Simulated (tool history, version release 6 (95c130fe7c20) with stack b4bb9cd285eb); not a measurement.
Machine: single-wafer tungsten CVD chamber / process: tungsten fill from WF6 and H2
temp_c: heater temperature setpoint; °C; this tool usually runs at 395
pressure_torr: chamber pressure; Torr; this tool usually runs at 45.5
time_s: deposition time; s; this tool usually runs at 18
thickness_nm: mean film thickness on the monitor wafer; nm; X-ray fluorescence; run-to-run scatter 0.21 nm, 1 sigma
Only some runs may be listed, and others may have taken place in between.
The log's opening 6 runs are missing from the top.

run,hour,temp_c,pressure_torr,time_s,"read-back reference wafer on the same gauge, thickness_nm",thickness_nm
7,78.7,385,51.1,18,58.178,48.628
8,85.5,385,51.1,18,58.116,48.616
9,96.6,385,51.1,18,58.051,48.684
10,105.4,395,45.5,18,58.014,58.316
11,120.4,395,45.5,18,58.032,58.894
12,138.1,388,38.5,18,58.02,47.67
13,149.7,395,45.5,18,58.138,58.405
14,196.5,395,45.5,16.5,58.053,53.503
15,209.5,395,34.6,18,58.126,53.716
16,217.2,389,39.5,16.1,57.992,43.854
17,224.5,395,45.5,15.2,58.241,49.574
18,240.9,395,45.5,18,58.155,58.58
19,255.9,400,53.8,20.8,58.1,79.298
20,263.3,395,45.5,15.1,58.158,49.096

The next listed run, before its measurement:
21,275.8,410,54.4,19.5,?,?

read-back reference wafer on the same gauge, thickness_nm: 58.1
thickness_nm: 90.686 nm
Minus the tool's unlogged condition, the same run would have read thickness_nm 90.686 nm.

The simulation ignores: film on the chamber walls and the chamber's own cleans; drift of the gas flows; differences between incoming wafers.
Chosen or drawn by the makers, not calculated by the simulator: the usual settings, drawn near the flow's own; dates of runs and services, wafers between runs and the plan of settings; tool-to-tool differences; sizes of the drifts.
